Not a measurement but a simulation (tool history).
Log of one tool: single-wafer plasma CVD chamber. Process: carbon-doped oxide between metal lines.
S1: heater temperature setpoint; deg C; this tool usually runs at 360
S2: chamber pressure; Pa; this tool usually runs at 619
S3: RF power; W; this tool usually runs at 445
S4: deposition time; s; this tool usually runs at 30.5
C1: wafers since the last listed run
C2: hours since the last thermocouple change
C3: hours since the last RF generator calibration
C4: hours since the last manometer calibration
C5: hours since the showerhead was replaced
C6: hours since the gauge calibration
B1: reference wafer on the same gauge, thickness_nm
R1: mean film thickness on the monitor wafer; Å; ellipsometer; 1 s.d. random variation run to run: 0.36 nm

| run | hour | S1 | S2 | S3 | S4 | C1 | C2 | C3 | C4 | C5 | C6 | B1 | R1 |
|---|---|---|---|---|---|---|---|---|---|---|---|---|---|
| 1 | 0 | 360 | 619 | 445 | 30.5 | 0 | 597 | 1868.3 | 2185.3 | 2227.2 | 383.8 | 145.015 | 1396.23 |
| 2 | 16.9 | 356 | 619 | 395 | 30.5 | 333 | 613.9 | 1885.2 | 2202.2 | 2244.1 | 400.7 | 144.943 | 1242.42 |
| 3 | 48.1 | 348 | 619 | 445 | 30.5 | 616 | 645.1 | 1916.4 | 2233.4 | 2275.3 | 431.9 | 145.014 | 1436.43 |
| 4 | 79.4 | 360 | 619 | 445 | 29.2 | 618 | 676.4 | 1947.7 | 2264.7 | 2306.6 | 463.2 | 145 | 1333.73 |
|  | 102.3 | showerhead replaced |
| 5 | 113 | 360 | 619 | 445 | 29.2 | 505 | 710 | 1981.3 | 2298.3 | 10.7 | 496.8 | 145.001 | 1332.15 |
|  | 144.4 | capacitance manometer re-zeroed and calibrated |
| 6 | 148.9 | 360 | 619 | 445 | 29.2 | 551 | 745.9 | 2017.2 | 4.5 | 46.6 | 532.7 | 145.007 | 1331.74 |
| 7 | 169.5 | 360 | 619 | 445 | 30.5 | 407 | 766.5 | 2037.8 | 25.1 | 67.2 | 553.3 | 144.992 | 1388.48 |
| 8 | 188 | 360 | 619 | 445 | 28.1 | 365 | 785 | 2056.3 | 43.6 | 85.7 | 571.8 | 144.994 | 1278.76 |
| 9 | 216.6 | 360 | 619 | 445 | 28.1 | 565 | 813.6 | 2084.9 | 72.2 | 114.3 | 600.4 | 144.991 | 1280.11 |
| 10 | 245.1 | 351 | 619 | 505 | 26.2 | 563 | 842.1 | 2113.4 | 100.7 | 142.8 | 628.9 | 144.987 | 1373.3 |
| 11 | 276.4 | 360 | 576 | 445 | 30.5 | 618 | 873.4 | 2144.7 | 132 | 174.1 | 660.2 | 145.003 | 1366.17 |
| 12 | 306.1 | 360 | 619 | 445 | 29.2 | 586 | 903.1 | 2174.4 | 161.7 | 203.8 | 689.9 | 144.912 | 1320.54 |
|  | 330.9 | thermocouple changed; heater temperature recalibrated |
| 13 | 331.4 | 370 | 500 | 445 | 30.5 | 341 | 0.5 | 2199.7 | 187 | 229.1 | 715.2 | 144.999 | 1320.81 |
| 14 | 355.2 | 360 | 619 | 465 | 30.5 | 470 | 24.3 | 2223.5 | 210.8 | 252.9 | 739 | 144.982 | 1433.67 |
| 15 | 382.6 | 360 | 673 | 445 | 27.7 | 541 | 51.7 | 2250.9 | 238.2 | 280.3 | 766.4 | 145.04 | 1264.75 |
|  | 402.4 | RF generator calibrated |
| 16 | 416.8 | 349 | 619 | 445 | 25.3 | 517 | 85.9 | 14.4 | 272.4 | 314.5 | 800.6 | 144.96 | 1279.15 |
| 17 | 442.6 | 348 | 619 | 445 | 30.5 | 509 | 111.7 | 40.2 | 298.2 | 340.3 | 826.4 | 144.982 | 1535.62 |
| 18 | 454.9 | 348 | 619 | 475 | 30.5 | 243 | 124 | 52.5 | 310.5 | 352.6 | 838.7 | 145.018 | 1624.58 |
| 19 | 478.1 | 346 | 619 | 400 | 30.5 | 458 | 147.2 | 75.7 | 333.7 | 375.8 | 861.9 | 144.972 | 1382.72 |
| 20 | 513.5 | 360 | 619 | 445 | 30.5 | 699 | 182.6 | 111.1 | 369.1 | 411.2 | 897.3 | 144.993 | 1492.39 |

What will run 21 give?
|  | 516.1 | gauge calibrated |
| 21 | 536.3 | 360 | 719 | 525 | 30.5 | 450 | 205.4 | 133.9 | 391.9 | 434 | 20.2 | ? | ? |

Logged for run 21: B1 144.987, R1 1742.85 Å.
On a tool with no hidden condition, and with the same random variation, this run would have come out at R1 1749.25 Å.
